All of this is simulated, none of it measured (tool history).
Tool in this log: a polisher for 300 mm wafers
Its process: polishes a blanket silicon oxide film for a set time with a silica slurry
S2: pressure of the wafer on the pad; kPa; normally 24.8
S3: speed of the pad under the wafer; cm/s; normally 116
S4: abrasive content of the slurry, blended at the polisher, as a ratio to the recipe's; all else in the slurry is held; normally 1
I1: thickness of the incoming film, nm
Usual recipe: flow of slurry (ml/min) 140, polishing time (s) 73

{"run": 1, "hour": 0.0, "flow of slurry (ml/min)": 140, "S2": 24.8, "S3": 116, "S4": 1, "polishing time (s)": 73, "I1": 1679.5, "film removed (angstrom)": 1808}
{"run": 2, "hour": 15.4, "flow of slurry (ml/min)": 140, "S2": 24.8, "S3": 116, "S4": 1, "polishing time (s)": 73, "I1": 1689.6, "film removed (angstrom)": 1781}
{"run": 3, "hour": 36.5, "flow of slurry (ml/min)": 140, "S2": 24.8, "S3": 116, "S4": 1, "polishing time (s)": 73, "I1": 1682.2, "film removed (angstrom)": 1785}
{"run": 4, "hour": 58.3, "flow of slurry (ml/min)": 140, "S2": 24.8, "S3": 116, "S4": 1, "polishing time (s)": 73, "I1": 1667.2, "film removed (angstrom)": 1809}
{"run": 5, "hour": 83.0, "flow of slurry (ml/min)": 140, "S2": 24.8, "S3": 116, "S4": 1, "polishing time (s)": 73, "I1": 1676, "film removed (angstrom)": 1819}
{"hour": 98.6, "done": "slurry blender recalibrated"}
{"run": 6, "hour": 99.5, "flow of slurry (ml/min)": 140, "S2": 24.8, "S3": 116, "S4": 0.9, "polishing time (s)": 73, "I1": 1642.3, "film removed (angstrom)": 1667}
{"run": 7, "hour": 123.8, "flow of slurry (ml/min)": 90, "S2": 24.8, "S3": 116, "S4": 0.75, "polishing time (s)": 81, "I1": 1691.9, "film removed (angstrom)": 1374}
{"hour": 133.1, "done": "worn pad replaced by a new one"}
{"run": 8, "hour": 147.9, "flow of slurry (ml/min)": 140, "S2": 22.1, "S3": 116, "S4": 1, "polishing time (s)": 73, "I1": 1684.1, "film removed (angstrom)": 1577}
{"run": 9, "hour": 165.2, "flow of slurry (ml/min)": 155, "S2": 19.3, "S3": 92, "S4": 1.2, "polishing time (s)": 73, "I1": 1708.9, "film removed (angstrom)": 1291}
{"run": 10, "hour": 188.1, "flow of slurry (ml/min)": 140, "S2": 24.8, "S3": 116, "S4": 1, "polishing time (s)": 73, "I1": 1646.7, "film removed (angstrom)": 1751}
{"hour": 203.3, "done": "conditioning disc replaced and pad reconditioned"}
{"hour": 212.8, "done": "slurry nozzle cleaned"}
{"run": 11, "hour": 222.8, "flow of slurry (ml/min)": 120, "S2": 20, "S3": 116, "S4": 1.25, "polishing time (s)": 58, "I1": 1681.7, "film removed (angstrom)": 1343}
{"run": 12, "hour": 258.6, "flow of slurry (ml/min)": 140, "S2": 24.8, "S3": 116, "S4": 1.25, "polishing time (s)": 73, "I1": 1663.4, "film removed (angstrom)": 2200}
{"hour": 294.6, "done": "slurry blender recalibrated"}
{"run": 13, "hour": 338.5, "flow of slurry (ml/min)": 140, "S2": 20.7, "S3": 116, "S4": 1, "polishing time (s)": 48, "I1": 1651.1, "film removed (angstrom)": 1057}
{"hour": 356.0, "done": "worn pad replaced by a new one"}
{"run": 14, "hour": 356.5, "flow of slurry (ml/min)": 140, "S2": 24.8, "S3": 116, "S4": 1, "polishing time (s)": 73, "I1": 1666.3, "film removed (angstrom)": 1907}
{"run": 15, "hour": 375.4, "flow of slurry (ml/min)": 165, "S2": 24.8, "S3": 140, "S4": 1, "polishing time (s)": 73, "I1": 1679.5, "film removed (angstrom)": 2283}
{"run": 16, "hour": 387.5, "flow of slurry (ml/min)": 140, "S2": 27.6, "S3": 116, "S4": 1, "polishing time (s)": 73, "I1": 1657.4, "film removed (angstrom)": 2137}
{"run": 17, "hour": 412.5, "flow of slurry (ml/min)": 140, "S2": 19.3, "S3": 116, "S4": 0.85, "polishing time (s)": 73, "I1": 1662.6, "film removed (angstrom)": 1328}
{"run": 18, "hour": 430.3, "flow of slurry (ml/min)": 140, "S2": 24.8, "S3": 116, "S4": 1, "polishing time (s)": 73, "I1": 1662.4, "film removed (angstrom)": 1912}
{"run": 19, "hour": 460.6, "flow of slurry (ml/min)": 140, "S2": 24.8, "S3": 116, "S4": 1, "polishing time (s)": 73, "I1": 1693.2, "film removed (angstrom)": 1882}
{"run": 20, "hour": 491.9, "flow of slurry (ml/min)": 140, "S2": 20, "S3": 96, "S4": 1, "polishing time (s)": 58, "I1": 1688, "film removed (angstrom)": 1035}
{"hour": 506.6, "done": "slurry blender recalibrated"}
{"run": 21, "hour": 525.2, "flow of slurry (ml/min)": 140, "S2": 20.7, "S3": 116, "S4": 1, "polishing time (s)": 48, "I1": 1672.7, "film removed (angstrom)": 1035}
{"run": 22, "hour": 546.4, "flow of slurry (ml/min)": 105, "S2": 24.8, "S3": 138, "S4": 1, "polishing time (s)": 73, "I1": 1699.3, "film removed (angstrom)": 1994}
{"hour": 550.2, "done": "conditioning disc replaced and pad reconditioned"}
{"run": 23, "hour": 578.6, "flow of slurry (ml/min)": 140, "S2": 24.8, "S3": 116, "S4": 1.1, "polishing time (s)": 73, "I1": 1696.3, "film removed (angstrom)": 1984}
{"hour": 593.3, "done": "worn pad replaced by a new one"}
{"run": 24, "hour": 603.8, "flow of slurry (ml/min)": 140, "S2": 24.8, "S3": 116, "S4": 1, "polishing time (s)": 73, "I1": 1666.6, "film removed (angstrom)": 1852}
{"run": 25, "hour": 635.3, "flow of slurry (ml/min)": 140, "S2": 24.8, "S3": 116, "S4": 1, "polishing time (s)": 73, "I1": 1706.8, "film removed (angstrom)": 1864}

For some of the steps in film removed (angstrom) from one run to the next: how much would appear even if the tool had no hidden state, given the settings, what came in and random variation, and how much remains for the hidden state plus any gauge scatter that the measured result and the result without hidden state don't share?
What the log doesn't record here: removal rate lost through wear of the pad, %; slurry flow missing at the pad, %; deviation of the head's pressure from its setpoint, %; abrasive missing from the slurry, %; time polished since the conditioner stopped cutting, s.
Run 9 -> 10: flow of slurry (ml/min) 155 -> 140, S2 19.3 -> 24.8, S3 92 -> 116, S4 1.2 -> 1. film removed (angstrom) +460: hidden state -66, all else +526.
Run 10 -> 11: flow of slurry (ml/min) 140 -> 120, S2 24.8 -> 20, S4 1 -> 1.25, polishing time (s) 73 -> 58, conditioning disc replaced and pad reconditioned, slurry nozzle cleaned. film removed (angstrom) -408: hidden state +177, all else -585.
Run 12 -> 13: S2 24.8 -> 20.7, S4 1.25 -> 1, polishing time (s) 73 -> 48, slurry blender recalibrated. film removed (angstrom) -1143: hidden state +1, all else -1144.
Run 21 -> 22: flow of slurry (ml/min) 140 -> 105, S2 20.7 -> 24.8, S3 116 -> 138, polishing time (s) 48 -> 73. film removed (angstrom) +959: hidden state -55, all else +1014.
